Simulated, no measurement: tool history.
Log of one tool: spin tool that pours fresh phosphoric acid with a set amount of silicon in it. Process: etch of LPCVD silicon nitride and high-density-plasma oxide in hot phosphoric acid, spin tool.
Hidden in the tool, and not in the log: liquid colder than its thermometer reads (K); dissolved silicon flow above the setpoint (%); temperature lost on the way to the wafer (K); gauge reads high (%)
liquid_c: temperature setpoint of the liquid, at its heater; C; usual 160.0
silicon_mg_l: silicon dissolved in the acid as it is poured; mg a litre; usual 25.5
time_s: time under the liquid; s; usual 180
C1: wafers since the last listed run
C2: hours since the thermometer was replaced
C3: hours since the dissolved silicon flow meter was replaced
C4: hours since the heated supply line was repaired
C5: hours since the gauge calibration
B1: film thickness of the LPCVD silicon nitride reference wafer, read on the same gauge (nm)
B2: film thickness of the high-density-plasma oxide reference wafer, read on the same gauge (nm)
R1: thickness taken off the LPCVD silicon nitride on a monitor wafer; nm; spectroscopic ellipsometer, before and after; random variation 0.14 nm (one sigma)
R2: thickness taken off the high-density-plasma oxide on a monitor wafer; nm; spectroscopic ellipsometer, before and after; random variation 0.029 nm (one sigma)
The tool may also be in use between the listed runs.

{"run": 1, "hour": 0.0, "liquid_c": 160.0, "silicon_mg_l": 25.5, "time_s": 180, "C1": 0, "C2": 99.3, "C3": 115.6, "C4": 104.2, "C5": 713.3, "B1": 68.75, "B2": 29.476, "R1": 17.68, "R2": 0.444}
{"run": 2, "hour": 49.8, "liquid_c": 160.0, "silicon_mg_l": 25.5, "time_s": 180, "C1": 205, "C2": 149.1, "C3": 165.4, "C4": 154.0, "C5": 763.1, "B1": 68.66, "B2": 29.394, "R1": 17.71, "R2": 0.399}
{"run": 3, "hour": 155.4, "liquid_c": 160.0, "silicon_mg_l": 25.5, "time_s": 180, "C1": 434, "C2": 254.7, "C3": 271.0, "C4": 259.6, "C5": 868.7, "B1": 68.44, "B2": 29.32, "R1": 17.59, "R2": 0.434}
{"run": 4, "hour": 202.8, "liquid_c": 160.0, "silicon_mg_l": 25.5, "time_s": 180, "C1": 195, "C2": 302.1, "C3": 318.4, "C4": 307.0, "C5": 916.1, "B1": 68.35, "B2": 29.283, "R1": 17.58, "R2": 0.463}
{"run": 5, "hour": 273.4, "liquid_c": 157.5, "silicon_mg_l": 25.5, "time_s": 180, "C1": 290, "C2": 372.7, "C3": 389.0, "C4": 377.6, "C5": 986.7, "B1": 68.24, "B2": 29.23, "R1": 15.98, "R2": 0.408}
{"hour": 363.6, "done": "gauge calibrated"}
{"run": 6, "hour": 369.7, "liquid_c": 157.5, "silicon_mg_l": 25.5, "time_s": 180, "C1": 396, "C2": 469.0, "C3": 485.3, "C4": 473.9, "C5": 6.1, "B1": 70.18, "B2": 30.072, "R1": 16.48, "R2": 0.36}
{"run": 7, "hour": 416.2, "liquid_c": 160.0, "silicon_mg_l": 25.5, "time_s": 220, "C1": 191, "C2": 515.5, "C3": 531.8, "C4": 520.4, "C5": 52.6, "B1": 70.07, "B2": 30.051, "R1": 22.07, "R2": 0.56}
{"run": 8, "hour": 480.2, "liquid_c": 160.0, "silicon_mg_l": 25.5, "time_s": 220, "C1": 263, "C2": 579.5, "C3": 595.8, "C4": 584.4, "C5": 116.6, "B1": 70.0, "B2": 29.975, "R1": 21.97, "R2": 0.551}
{"run": 9, "hour": 551.8, "liquid_c": 160.0, "silicon_mg_l": 37.0, "time_s": 105, "C1": 294, "C2": 651.1, "C3": 667.4, "C4": 656.0, "C5": 188.2, "B1": 69.82, "B2": 29.93, "R1": 10.41, "R2": 0.154}
{"run": 10, "hour": 594.3, "liquid_c": 162.0, "silicon_mg_l": 25.5, "time_s": 95, "C1": 175, "C2": 693.6, "C3": 709.9, "C4": 698.5, "C5": 230.7, "B1": 69.75, "B2": 29.879, "R1": 9.98, "R2": 0.296}
{"run": 11, "hour": 630.4, "liquid_c": 158.0, "silicon_mg_l": 32.0, "time_s": 120, "C1": 148, "C2": 729.7, "C3": 746.0, "C4": 734.6, "C5": 266.8, "B1": 69.65, "B2": 29.863, "R1": 11.1, "R2": 0.208}
{"run": 12, "hour": 693.7, "liquid_c": 160.0, "silicon_mg_l": 37.0, "time_s": 180, "C1": 260, "C2": 793.0, "C3": 809.3, "C4": 797.9, "C5": 330.1, "B1": 69.55, "B2": 29.8, "R1": 17.67, "R2": 0.237}
{"run": 13, "hour": 772.2, "liquid_c": 160.0, "silicon_mg_l": 25.5, "time_s": 85, "C1": 323, "C2": 871.5, "C3": 887.8, "C4": 876.4, "C5": 408.6, "B1": 69.4, "B2": 29.772, "R1": 8.51, "R2": 0.224}
{"run": 14, "hour": 816.3, "liquid_c": 161.0, "silicon_mg_l": 38.5, "time_s": 265, "C1": 181, "C2": 915.6, "C3": 931.9, "C4": 920.5, "C5": 452.7, "B1": 69.31, "B2": 29.709, "R1": 27.2, "R2": 0.417}
{"hour": 847.6, "done": "dissolved silicon flow meter replaced"}
{"run": 15, "hour": 862.9, "liquid_c": 160.0, "silicon_mg_l": 25.5, "time_s": 180, "C1": 187, "C2": 962.2, "C3": 15.3, "C4": 967.1, "C5": 499.3, "B1": 69.22, "B2": 29.682, "R1": 17.61, "R2": 0.456}
{"hour": 1158.4, "done": "thermometer replaced"}
{"run": 16, "hour": 1165.3, "liquid_c": 161.0, "silicon_mg_l": 35.0, "time_s": 245, "C1": 1241, "C2": 6.9, "C3": 317.7, "C4": 1269.5, "C5": 801.7, "B1": 68.59, "B2": 29.387, "R1": 24.74, "R2": 0.415}
{"hour": 1244.1, "done": "heated supply line repaired"}
{"run": 17, "hour": 1270.1, "liquid_c": 161.5, "silicon_mg_l": 5.0, "time_s": 260, "C1": 427, "C2": 111.7, "C3": 422.5, "C4": 26.0, "C5": 906.5, "B1": 68.4, "B2": 29.323, "R1": 26.54, "R2": 1.102}
{"run": 18, "hour": 1321.3, "liquid_c": 157.5, "silicon_mg_l": 7.0, "time_s": 80, "C1": 210, "C2": 162.9, "C3": 473.7, "C4": 77.2, "C5": 957.7, "B1": 68.33, "B2": 29.304, "R1": 7.13, "R2": 0.246}
{"run": 19, "hour": 1602.6, "liquid_c": 161.5, "silicon_mg_l": 36.0, "time_s": 75, "C1": 1158, "C2": 444.2, "C3": 755.0, "C4": 358.5, "C5": 1239.0, "B1": 67.77, "B2": 29.051, "R1": 7.62, "R2": 0.131}
{"hour": 1627.3, "done": "dissolved silicon flow meter replaced"}
{"hour": 1644.5, "done": "gauge calibrated"}
{"run": 20, "hour": 1704.0, "liquid_c": 158.0, "silicon_mg_l": 32.0, "time_s": 120, "C1": 413, "C2": 545.6, "C3": 76.7, "C4": 459.9, "C5": 59.5, "B1": 70.29, "B2": 30.142, "R1": 11.07, "R2": 0.205}

Hidden state or all else? Some run-to-run changes of R1, split into what the settings, what came in and random variation would give without the hidden state, and what is left for the hidden state (with any gauge scatter that isn't in both results):
Run 5 -> 6: gauge calibrated. R1 +0.50 nm: hidden state +0.47, all else +0.03.
Run 13 -> 14: liquid_c 160.0 -> 161.0, silicon_mg_l 25.5 -> 38.5, time_s 85 -> 265. R1 +18.69 nm: hidden state -0.20, all else +18.89.
Run 17 -> 18: liquid_c 161.5 -> 157.5, silicon_mg_l 5.0 -> 7.0, time_s 260 -> 80. R1 -19.41 nm: hidden state +0.43, all else -19.84.

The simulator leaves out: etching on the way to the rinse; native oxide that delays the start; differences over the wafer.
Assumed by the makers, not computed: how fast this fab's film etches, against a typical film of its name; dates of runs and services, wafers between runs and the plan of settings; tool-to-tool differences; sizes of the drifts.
